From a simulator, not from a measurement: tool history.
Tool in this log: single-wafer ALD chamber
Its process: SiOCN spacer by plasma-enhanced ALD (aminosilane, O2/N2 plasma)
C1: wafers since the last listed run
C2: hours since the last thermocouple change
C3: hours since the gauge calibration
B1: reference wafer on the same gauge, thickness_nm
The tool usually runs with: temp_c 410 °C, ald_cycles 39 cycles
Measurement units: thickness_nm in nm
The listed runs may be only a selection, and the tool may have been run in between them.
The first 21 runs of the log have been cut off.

Run 22, hour 1045.9: usual settings but ald_cycles 35 cycles; C1 165; C2 97.0; C3 709.1; B1 2.341. Result: thickness_nm 1.989 nm.
Run 23, hour 1100.8: usual settings but temp_c 419 °C, ald_cycles 46 cycles; C1 265; C2 151.9; C3 764.0; B1 2.338. Result: thickness_nm 2.536 nm.
Run 24, hour 1166.2: usual settings but temp_c 406 °C, ald_cycles 34 cycles; C1 316; C2 217.3; C3 829.4; B1 2.336. Result: thickness_nm 1.966 nm.
Run 25, hour 1229.1: usual settings; C1 304; C2 280.2; C3 892.3; B1 2.333. Result: thickness_nm 2.218 nm.
Run 26, hour 1299.7: usual settings but temp_c 420 °C, ald_cycles 43 cycles; C1 341; C2 350.8; C3 962.9; B1 2.330. Result: thickness_nm 2.353 nm.
Run 27, hour 1330.2: usual settings but temp_c 397 °C, ald_cycles 46 cycles; C1 147; C2 381.3; C3 993.4; B1 2.330. Result: thickness_nm 2.684 nm.
Run 28, hour 1399.1: usual settings but ald_cycles 35 cycles; C1 333; C2 450.2; C3 1062.3; B1 2.328. Result: thickness_nm 1.981 nm.
Run 29, hour 1436.1: usual settings; C1 178; C2 487.2; C3 1099.3; B1 2.324. Result: thickness_nm 2.201 nm.
Run 30, hour 1482.5: usual settings but ald_cycles 34 cycles; C1 224; C2 533.6; C3 1145.7; B1 2.321. Result: thickness_nm 1.923 nm.
Run 31, hour 1540.8: usual settings; C1 281; C2 591.9; C3 1204.0; B1 2.318. Result: thickness_nm 2.198 nm.
Run 32, hour 1575.5: usual settings but ald_cycles 43 cycles; C1 167; C2 626.6; C3 1238.7; B1 2.318. Result: thickness_nm 2.432 nm.
At hour 1609.1: gauge calibrated.
Run 33, hour 1634.1: usual settings but temp_c 403 °C, ald_cycles 42 cycles; C1 283; C2 685.2; C3 25.0; B1 2.351. Result: thickness_nm 2.464 nm.
Run 34, hour 1706.0: usual settings; C1 347; C2 757.1; C3 96.9; B1 2.352. Result: thickness_nm 2.231 nm.
Run 35, hour 1749.8: usual settings but temp_c 400 °C, ald_cycles 45 cycles; C1 211; C2 800.9; C3 140.7; B1 2.352. Result: thickness_nm 2.662 nm.
Run 36, hour 1787.5: usual settings; C1 182; C2 838.6; C3 178.4; B1 2.350. Result: thickness_nm 2.235 nm.
Run 37, hour 1851.4: usual settings but temp_c 424 °C, ald_cycles 35 cycles; C1 309; C2 902.5; C3 242.3; B1 2.352. Result: thickness_nm 1.903 nm.
Run 38, hour 1897.1: usual settings but temp_c 424 °C, ald_cycles 37 cycles; C1 221; C2 948.2; C3 288.0; B1 2.350. Result: thickness_nm 2.017 nm.
Run 39, hour 1925.8: usual settings but temp_c 423 °C, ald_cycles 31 cycles; C1 138; C2 976.9; C3 316.7; B1 2.349. Result: thickness_nm 1.694 nm.
Run 40, hour 1980.8: usual settings but ald_cycles 36 cycles; C1 266; C2 1031.9; C3 371.7; B1 2.348. Result: thickness_nm 2.070 nm.
Run 41, hour 2034.0: usual settings but temp_c 405 °C, ald_cycles 42 cycles; C1 257; C2 1085.1; C3 424.9; B1 2.350. Result: thickness_nm 2.441 nm.
At hour 2087.8: thermocouple changed; heater temperature recalibrated.
Run 42, hour 2088.3: usual settings but temp_c 403 °C, ald_cycles 42 cycles; C1 223; C2 0.5; C3 479.2; B1 2.347. Result: thickness_nm 2.450 nm.
Run 43, hour 2147.6: usual settings; C1 286; C2 59.8; C3 538.5; B1 2.347. Result: thickness_nm 2.230 nm.

Each row is a separate what-if for the run after 43, all from the same tool condition, not one after another. Results?
Run A, hour 2148.1: usual settings but ald_cycles 42 cycles; C1 2; C2 60.3; C3 539.0; B1 ?. Result: thickness_nm ?.
Run B, hour 2148.1: usual settings but temp_c 424 °C; C1 2; C2 60.3; C3 539.0; B1 ?. Result: thickness_nm ?.
Run C, hour 2148.1: usual settings but temp_c 401 °C, ald_cycles 43 cycles; C1 2; C2 60.3; C3 539.0; B1 ?. Result: thickness_nm ?.
Run D, hour 2148.1: usual settings but temp_c 401 °C; C1 2; C2 60.3; C3 539.0; B1 ?. Result: thickness_nm ?.
Run E, hour 2148.1: usual settings but temp_c 395 °C, ald_cycles 45 cycles; C1 2; C2 60.3; C3 539.0; B1 ?. Result: thickness_nm ?.

run     B1  thickness_nm
  A  2.346         2.394
  B  2.346         2.114
  C  2.346         2.527
  D  2.346         2.292
  E  2.346         2.645
The same runs, with their run-to-run variation unchanged, on a tool lacking any hidden condition would have given:
run  thickness_nm
  A         2.399
  B         2.117
  C         2.532
  D         2.296
  E         2.649
